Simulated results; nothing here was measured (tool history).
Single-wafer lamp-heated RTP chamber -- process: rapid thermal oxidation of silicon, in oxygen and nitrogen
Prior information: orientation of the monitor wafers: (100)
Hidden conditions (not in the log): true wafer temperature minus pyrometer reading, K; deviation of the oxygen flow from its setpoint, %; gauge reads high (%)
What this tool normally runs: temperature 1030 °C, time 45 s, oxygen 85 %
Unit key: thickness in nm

run	hour	temperature	time	oxygen	wafers since the last listed run	wafers since the last pyrometer calibration	hours since the oxygen flow controller was replaced	hours since the gauge calibration	read-back reference wafer on the same gauge, thickness	thickness
1	0	1030	45	85	0	530	2047.1	1508.1	6.031	6.397
2	50.5	1020	45	85	490	1021	2097.6	1558.6	6.028	5.979
3	103.6	1020	45	85	516	1537	2150.7	1611.7	6.024	5.971
4	172.5	1030	45	85	669	2207	2219.6	1680.6	6.026	6.396
5	225.3	1030	45	85	513	2720	2272.4	1733.4	6.021	6.386
6	286.4	1030	45	85	593	3314	2333.5	1794.5	6.011	6.299
7	335.3	1030	45	85	475	3789	2382.4	1843.4	6.008	6.331
8	406.2	1030	45	66	689	4478	2453.3	1914.3	6.01	5.815
9	477.4	1030	45	66	691	5170	2524.5	1985.5	6.001	5.83
10	539.1	1038	45	85	599	5770	2586.2	2047.2	6.004	6.699
11	583.8	1038	45	85	434	6204	2630.9	2091.9	5.999	6.723
# hour 639.9: pyrometer window cleaned and pyrometer calibrated
12	640.5	1038	45	85	473	5	2687.6	2148.6	5.996	6.723
13	684.6	1030	45	85	428	434	2731.7	2192.7	5.989	6.375
14	754	1030	45	85	674	1109	2801.1	2262.1	5.991	6.299
# hour 778.5: oxygen flow controller replaced
15	796.5	1030	45	76	335	1444	18	2304.6	5.995	6.116
16	821.1	1030	45	98	239	1683	42.6	2329.2	5.993	6.661
17	871.4	1030	45	98	488	2172	92.9	2379.5	5.982	6.66
18	935.3	1018	45	61	621	2793	156.8	2443.4	5.993	5.212
19	964.3	1030	45	85	281	3075	185.8	2472.4	5.989	6.343
20	998.8	1030	38	85	335	3410	220.3	2506.9	5.99	5.911
21	1070.8	1012	45	85	699	4110	292.3	2578.9	5.987	5.599
22	1131	1005	45	94	585	4695	352.5	2639.1	5.99	5.529
# hour 1223: gauge calibrated
# hour 1336.8: pyrometer window cleaned and pyrometer calibrated
23	1340.5	1050	27	69	1958	36	562	117.5	6.332	5.683
24	1376.5	1030	67	85	349	386	598	153.5	6.329	7.99
25	1409.6	1046	59	85	321	708	631.1	186.6	6.311	8.4
26	1440.1	1030	45	85	296	1004	661.6	217.1	6.303	6.644
27	1477.3	1055	29	71	361	1365	698.8	254.3	6.28	6.15
28	1528.2	1030	45	85	494	1860	749.7	305.2	6.268	6.593
29	1567.6	1006	31	85	382	2243	789.1	344.6	6.252	4.826
30	1620.7	1038	45	61	516	2759	842.2	397.7	6.237	6.195
31	1730.9	1015	57	85	1071	3830	952.4	507.9	6.201	6.553
32	1756.4	1030	45	85	247	4078	977.9	533.4	6.198	6.513
33	1803.6	1011	45	85	458	4537	1025.1	580.6	6.191	5.755
34	1836.4	1030	45	77	318	4856	1057.9	613.4	6.173	6.335
35	1865.8	1030	45	64	285	5141	1087.3	642.8	6.171	5.94
36	1908.4	1030	29	98	414	5555	1129.9	685.4	6.164	5.669
# hour 1938.7: pyrometer window cleaned and pyrometer calibrated
37	1940.3	1019	45	65	232	15	1161.8	717.3	6.163	5.456

Give the tool's hidden conditions for every run:
true wafer temperature minus pyrometer reading, K: 0 in every run
deviation of the oxygen flow from its setpoint, %: 0 in every run
H1: gauge reads high (%)
run	H1
1	-6.36
2	-6.42
3	-6.48
4	-6.55
5	-6.6
6	-6.65
7	-6.69
8	-6.74
9	-6.79
10	-6.83
11	-6.86
12	-6.89
13	-6.91
14	-6.95
15	-6.97
16	-6.98
17	-7
18	-7.02
19	-7.03
20	-7.05
21	-7.07
22	-7.09
23	-1.57
24	-1.81
25	-2.02
26	-2.21
27	-2.42
28	-2.71
29	-2.91
30	-3.18
31	-3.67
32	-3.78
33	-3.96
34	-4.08
35	-4.19
36	-4.34
37	-4.44

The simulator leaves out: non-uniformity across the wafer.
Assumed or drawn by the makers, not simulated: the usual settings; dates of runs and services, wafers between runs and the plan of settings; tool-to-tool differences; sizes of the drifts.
